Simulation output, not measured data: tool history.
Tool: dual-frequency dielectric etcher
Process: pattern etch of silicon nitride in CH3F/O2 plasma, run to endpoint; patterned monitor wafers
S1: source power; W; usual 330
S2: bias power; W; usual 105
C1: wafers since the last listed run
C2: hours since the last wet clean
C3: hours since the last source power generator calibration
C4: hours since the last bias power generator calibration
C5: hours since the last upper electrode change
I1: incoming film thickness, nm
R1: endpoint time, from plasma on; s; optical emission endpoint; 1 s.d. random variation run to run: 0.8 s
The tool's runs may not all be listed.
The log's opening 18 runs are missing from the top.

run 19 hour=254.2 | S1=260 S2=105 | C1=97 C2=43.2 C3=20.3 C4=73.3 C5=4123.7 | I1=91.1 | R1=93.4
run 20 hour=271.4 | S1=290 S2=95 | C1=130 C2=60.4 C3=37.5 C4=90.5 C5=4140.9 | I1=91.5 | R1=96.2
-- hour=301.4 upper electrode replaced
run 21 hour=301.9 | S1=260 S2=112 | C1=49 C2=90.9 C3=68.0 C4=121.0 C5=0.5 | I1=90.2 | R1=93.2
run 22 hour=302.3 | S1=330 S2=118 | C1=3 C2=91.3 C3=68.4 C4=121.4 C5=0.9 | I1=90.9 | R1=84.5
run 23 hour=302.6 | S1=330 S2=105 | C1=2 C2=91.6 C3=68.7 C4=121.7 C5=1.2 | I1=90.0 | R1=87.9
run 24 hour=311.5 | S1=310 S2=122 | C1=67 C2=100.5 C3=77.6 C4=130.6 C5=10.1 | I1=92.1 | R1=87.2
run 25 hour=323.3 | S1=380 S2=89 | C1=89 C2=112.3 C3=89.4 C4=142.4 C5=21.9 | I1=90.6 | R1=90.3
run 26 hour=338.3 | S1=260 S2=117 | C1=114 C2=127.3 C3=104.4 C4=157.4 C5=36.9 | I1=91.0 | R1=90.9
run 27 hour=346.3 | S1=330 S2=105 | C1=60 C2=135.3 C3=112.4 C4=165.4 C5=44.9 | I1=90.4 | R1=87.9
run 28 hour=363.9 | S1=390 S2=93 | C1=133 C2=152.9 C3=130.0 C4=183.0 C5=62.5 | I1=90.7 | R1=87.7
run 29 hour=409.2 | S1=330 S2=84 | C1=344 C2=198.2 C3=175.3 C4=228.3 C5=107.8 | I1=90.7 | R1=95.6
run 30 hour=458.1 | S1=330 S2=125 | C1=371 C2=247.1 C3=224.2 C4=277.2 C5=156.7 | I1=90.8 | R1=82.4
run 31 hour=467.1 | S1=330 S2=115 | C1=68 C2=256.1 C3=233.2 C4=286.2 C5=165.7 | I1=90.3 | R1=85.3
run 32 hour=479.6 | S1=330 S2=119 | C1=95 C2=268.6 C3=245.7 C4=298.7 C5=178.2 | I1=91.1 | R1=84.0
run 33 hour=495.6 | S1=370 S2=105 | C1=121 C2=284.6 C3=261.7 C4=314.7 C5=194.2 | I1=90.2 | R1=85.4
run 34 hour=502.1 | S1=410 S2=105 | C1=49 C2=291.1 C3=268.2 C4=321.2 C5=200.7 | I1=90.3 | R1=85.0
run 35 hour=510.8 | S1=400 S2=123 | C1=66 C2=299.8 C3=276.9 C4=329.9 C5=209.4 | I1=90.5 | R1=79.4

Here are 4 independent what-if runs from the current tool condition. What would each one return?
run A hour=511.3 | S1=290 S2=105 | C1=3 C2=300.3 C3=277.4 C4=330.4 C5=209.9 | I1=90.9 | R1=?
run B hour=511.3 | S1=330 S2=83 | C1=3 C2=300.3 C3=277.4 C4=330.4 C5=209.9 | I1=90.9 | R1=?
run C hour=511.3 | S1=260 S2=118 | C1=3 C2=300.3 C3=277.4 C4=330.4 C5=209.9 | I1=90.9 | R1=?
run D hour=511.3 | S1=330 S2=128 | C1=3 C2=300.3 C3=277.4 C4=330.4 C5=209.9 | I1=90.9 | R1=?

run=A R1=92.4
run=B R1=96.6
run=C R1=90.9
run=D R1=84.2
What these runs would have given with no unlogged condition in the tool:
run=A R1=95.4
run=B R1=99.8
run=C R1=93.9
run=D R1=87.0

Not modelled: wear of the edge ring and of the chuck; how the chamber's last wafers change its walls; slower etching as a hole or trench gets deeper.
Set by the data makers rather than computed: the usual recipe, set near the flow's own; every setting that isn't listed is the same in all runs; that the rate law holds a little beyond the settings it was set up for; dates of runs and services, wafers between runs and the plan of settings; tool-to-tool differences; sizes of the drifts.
